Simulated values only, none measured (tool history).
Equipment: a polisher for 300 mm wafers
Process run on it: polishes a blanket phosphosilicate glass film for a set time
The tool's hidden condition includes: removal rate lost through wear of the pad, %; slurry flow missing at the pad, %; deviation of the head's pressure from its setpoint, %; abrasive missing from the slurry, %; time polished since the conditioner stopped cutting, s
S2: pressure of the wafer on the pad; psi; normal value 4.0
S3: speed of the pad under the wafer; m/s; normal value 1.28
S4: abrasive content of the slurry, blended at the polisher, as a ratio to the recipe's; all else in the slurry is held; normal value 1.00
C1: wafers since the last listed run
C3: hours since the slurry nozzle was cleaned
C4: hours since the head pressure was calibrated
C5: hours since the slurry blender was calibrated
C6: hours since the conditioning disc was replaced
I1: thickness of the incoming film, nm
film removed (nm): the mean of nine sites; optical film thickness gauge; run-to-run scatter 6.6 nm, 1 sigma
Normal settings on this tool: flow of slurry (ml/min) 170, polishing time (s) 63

{"run": 1, "day": 0.0, "flow of slurry (ml/min)": 170, "S2": 4.0, "S3": 1.28, "S4": 0.95, "polishing time (s)": 73, "C1": 0, "wafers polished on this pad": 2250, "C3": 62.7, "C4": 473.8, "C5": 272.8, "C6": 141.6, "I1": 2412.2, "film removed (nm)": 1007.2}
{"run": 2, "day": 1.229, "flow of slurry (ml/min)": 205, "S2": 4.9, "S3": 1.28, "S4": 1.0, "polishing time (s)": 63, "C1": 377, "wafers polished on this pad": 2627, "C3": 92.2, "C4": 503.3, "C5": 302.3, "C6": 171.1, "I1": 2429.1, "film removed (nm)": 1123.9}
{"run": 3, "day": 3.792, "flow of slurry (ml/min)": 170, "S2": 4.0, "S3": 1.28, "S4": 1.15, "polishing time (s)": 63, "C1": 786, "wafers polished on this pad": 3414, "C3": 153.7, "C4": 564.8, "C5": 363.8, "C6": 232.6, "I1": 2403.6, "film removed (nm)": 927.7}
{"run": 4, "day": 6.45, "flow of slurry (ml/min)": 170, "S2": 4.0, "S3": 0.96, "S4": 1.0, "polishing time (s)": 63, "C1": 815, "wafers polished on this pad": 4229, "C3": 217.5, "C4": 628.6, "C5": 427.6, "C6": 296.4, "I1": 2375.1, "film removed (nm)": 718.0}
{"day": 8.15, "done": "slurry blender recalibrated"}
{"day": 9.412, "done": "worn pad replaced by a new one"}
{"run": 5, "day": 11.062, "flow of slurry (ml/min)": 170, "S2": 4.0, "S3": 1.28, "S4": 1.0, "polishing time (s)": 63, "C1": 1338, "wafers polished on this pad": 506, "C3": 328.2, "C4": 739.3, "C5": 69.9, "C6": 407.1, "I1": 2364.4, "film removed (nm)": 856.7}
{"day": 12.725, "done": "conditioning disc replaced and pad reconditioned"}
{"run": 6, "day": 13.5, "flow of slurry (ml/min)": 225, "S2": 4.0, "S3": 1.28, "S4": 1.25, "polishing time (s)": 76, "C1": 722, "wafers polished on this pad": 1228, "C3": 386.7, "C4": 797.8, "C5": 128.4, "C6": 18.6, "I1": 2430.5, "film removed (nm)": 1193.2}
{"run": 7, "day": 16.108, "flow of slurry (ml/min)": 170, "S2": 3.2, "S3": 1.28, "S4": 1.0, "polishing time (s)": 63, "C1": 800, "wafers polished on this pad": 2029, "C3": 449.3, "C4": 860.4, "C5": 191.0, "C6": 81.2, "I1": 2391.4, "film removed (nm)": 669.4}
{"run": 8, "day": 18.175, "flow of slurry (ml/min)": 170, "S2": 4.0, "S3": 1.28, "S4": 1.0, "polishing time (s)": 79, "C1": 634, "wafers polished on this pad": 2663, "C3": 498.9, "C4": 910.0, "C5": 240.6, "C6": 130.8, "I1": 2387.0, "film removed (nm)": 1064.5}
{"run": 9, "day": 19.933, "flow of slurry (ml/min)": 170, "S2": 4.0, "S3": 1.28, "S4": 0.8, "polishing time (s)": 63, "C1": 539, "wafers polished on this pad": 3203, "C3": 541.1, "C4": 952.2, "C5": 282.8, "C6": 173.0, "I1": 2421.5, "film removed (nm)": 772.5}
{"run": 10, "day": 21.946, "flow of slurry (ml/min)": 170, "S2": 4.0, "S3": 1.28, "S4": 1.0, "polishing time (s)": 78, "C1": 617, "wafers polished on this pad": 3820, "C3": 589.4, "C4": 1000.5, "C5": 331.1, "C6": 221.3, "I1": 2445.4, "film removed (nm)": 1055.5}
{"day": 22.267, "done": "slurry nozzle cleaned"}
{"run": 11, "day": 23.121, "flow of slurry (ml/min)": 170, "S2": 4.0, "S3": 1.48, "S4": 1.0, "polishing time (s)": 44, "C1": 347, "wafers polished on this pad": 4168, "C3": 20.5, "C4": 1028.7, "C5": 359.3, "C6": 249.5, "I1": 2447.8, "film removed (nm)": 696.7}
{"run": 12, "day": 24.738, "flow of slurry (ml/min)": 170, "S2": 4.8, "S3": 1.08, "S4": 0.9, "polishing time (s)": 80, "C1": 496, "wafers polished on this pad": 4664, "C3": 59.3, "C4": 1067.5, "C5": 398.1, "C6": 288.3, "I1": 2449.3, "film removed (nm)": 1154.3}
{"day": 25.5, "done": "slurry blender recalibrated"}
{"day": 26.117, "done": "head pressure recalibrated"}
{"run": 13, "day": 26.133, "flow of slurry (ml/min)": 170, "S2": 4.0, "S3": 0.86, "S4": 0.9, "polishing time (s)": 63, "C1": 377, "wafers polished on this pad": 5041, "C3": 92.8, "C4": 0.4, "C5": 15.2, "C6": 321.8, "I1": 2392.3, "film removed (nm)": 647.6}
{"run": 14, "day": 27.167, "flow of slurry (ml/min)": 170, "S2": 3.3, "S3": 1.28, "S4": 0.75, "polishing time (s)": 81, "C1": 317, "wafers polished on this pad": 5358, "C3": 117.6, "C4": 25.2, "C5": 40.0, "C6": 346.6, "I1": 2441.7, "film removed (nm)": 821.0}
{"day": 28.958, "done": "worn pad replaced by a new one"}
{"day": 29.058, "done": "conditioning disc replaced and pad reconditioned"}
{"run": 15, "day": 29.767, "flow of slurry (ml/min)": 185, "S2": 3.1, "S3": 1.28, "S4": 0.7, "polishing time (s)": 53, "C1": 721, "wafers polished on this pad": 221, "C3": 180.0, "C4": 87.6, "C5": 102.4, "C6": 17.0, "I1": 2382.7, "film removed (nm)": 492.6}
{"run": 16, "day": 30.779, "flow of slurry (ml/min)": 145, "S2": 4.0, "S3": 1.28, "S4": 1.3, "polishing time (s)": 73, "C1": 310, "wafers polished on this pad": 532, "C3": 204.3, "C4": 111.9, "C5": 126.7, "C6": 41.3, "I1": 2402.4, "film removed (nm)": 1072.7}
{"run": 17, "day": 33.067, "flow of slurry (ml/min)": 220, "S2": 3.0, "S3": 1.44, "S4": 1.0, "polishing time (s)": 53, "C1": 701, "wafers polished on this pad": 1234, "C3": 259.2, "C4": 166.8, "C5": 181.6, "C6": 96.2, "I1": 2421.1, "film removed (nm)": 609.2}
{"run": 18, "day": 35.396, "flow of slurry (ml/min)": 170, "S2": 2.7, "S3": 1.28, "S4": 1.0, "polishing time (s)": 63, "C1": 714, "wafers polished on this pad": 1949, "C3": 315.1, "C4": 222.7, "C5": 237.5, "C6": 152.1, "I1": 2418.4, "film removed (nm)": 564.3}
{"run": 19, "day": 38.267, "flow of slurry (ml/min)": 170, "S2": 3.3, "S3": 1.28, "S4": 0.75, "polishing time (s)": 81, "C1": 880, "wafers polished on this pad": 2830, "C3": 384.0, "C4": 291.6, "C5": 306.4, "C6": 221.0, "I1": 2419.3, "film removed (nm)": 790.0}
{"run": 20, "day": 40.012, "flow of slurry (ml/min)": 170, "S2": 4.0, "S3": 1.28, "S4": 1.0, "polishing time (s)": 45, "C1": 535, "wafers polished on this pad": 3366, "C3": 425.9, "C4": 333.5, "C5": 348.3, "C6": 262.9, "I1": 2416.8, "film removed (nm)": 602.4}
{"run": 21, "day": 42.112, "flow of slurry (ml/min)": 230, "S2": 4.9, "S3": 1.6, "S4": 1.0, "polishing time (s)": 63, "C1": 644, "wafers polished on this pad": 4010, "C3": 476.3, "C4": 383.9, "C5": 398.7, "C6": 313.3, "I1": 2437.3, "film removed (nm)": 1240.8}
{"day": 42.767, "done": "slurry nozzle cleaned"}
{"run": 22, "day": 43.8, "flow of slurry (ml/min)": 170, "S2": 5.2, "S3": 1.46, "S4": 1.0, "polishing time (s)": 63, "C1": 505, "wafers polished on this pad": 4515, "C3": 24.8, "C4": 424.4, "C5": 439.2, "C6": 353.8, "I1": 2390.3, "film removed (nm)": 1283.0}
{"run": 23, "day": 45.458, "flow of slurry (ml/min)": 185, "S2": 5.3, "S3": 1.28, "S4": 1.0, "polishing time (s)": 76, "C1": 508, "wafers polished on this pad": 5024, "C3": 64.6, "C4": 464.2, "C5": 479.0, "C6": 393.6, "I1": 2440.0, "film removed (nm)": 1444.2}
{"day": 47.112, "done": "slurry blender recalibrated"}
{"run": 24, "day": 47.592, "flow of slurry (ml/min)": 170, "S2": 4.0, "S3": 1.28, "S4": 1.0, "polishing time (s)": 63, "C1": 629, "wafers polished on this pad": 5653, "C3": 115.8, "C4": 515.4, "C5": 11.5, "C6": 444.8, "I1": 2414.4, "film removed (nm)": 877.4}
{"day": 48.117, "done": "conditioning disc replaced and pad reconditioned"}
{"day": 48.933, "done": "worn pad replaced by a new one"}
{"run": 25, "day": 49.154, "flow of slurry (ml/min)": 170, "S2": 4.0, "S3": 1.28, "S4": 1.0, "polishing time (s)": 63, "C1": 402, "wafers polished on this pad": 68, "C3": 153.3, "C4": 552.9, "C5": 49.0, "C6": 24.9, "I1": 2448.5, "film removed (nm)": 860.8}

Here are 4 independent what-if runs from the current tool condition. What would each one return?
{"run": "A", "day": 49.171, "flow of slurry (ml/min)": 170, "S2": 4.0, "S3": 1.28, "S4": 1.1, "polishing time (s)": 63, "C1": 5, "wafers polished on this pad": 73, "C3": 153.7, "C4": 553.3, "C5": 49.4, "C6": 25.3, "I1": 2424.3, "film removed (nm)": "?"}
{"run": "B", "day": 49.171, "flow of slurry (ml/min)": 225, "S2": 5.2, "S3": 1.06, "S4": 1.0, "polishing time (s)": 42, "C1": 5, "wafers polished on this pad": 73, "C3": 153.7, "C4": 553.3, "C5": 49.4, "C6": 25.3, "I1": 2424.3, "film removed (nm)": "?"}
{"run": "C", "day": 49.171, "flow of slurry (ml/min)": 170, "S2": 4.0, "S3": 1.28, "S4": 1.0, "polishing time (s)": 43, "C1": 5, "wafers polished on this pad": 73, "C3": 153.7, "C4": 553.3, "C5": 49.4, "C6": 25.3, "I1": 2424.3, "film removed (nm)": "?"}
{"run": "D", "day": 49.171, "flow of slurry (ml/min)": 170, "S2": 2.7, "S3": 1.66, "S4": 1.1, "polishing time (s)": 81, "C1": 5, "wafers polished on this pad": 73, "C3": 153.7, "C4": 553.3, "C5": 49.4, "C6": 25.3, "I1": 2424.3, "film removed (nm)": "?"}

run=A film_removed_(nm)=886.7
run=B film_removed_(nm)=679.4
run=C film_removed_(nm)=583.0
run=D film_removed_(nm)=922.7
What these runs would have given with no unlogged condition in the tool:
run=A film_removed_(nm)=932.8
run=B film_removed_(nm)=707.7
run=C film_removed_(nm)=613.3
run=D film_removed_(nm)=970.5
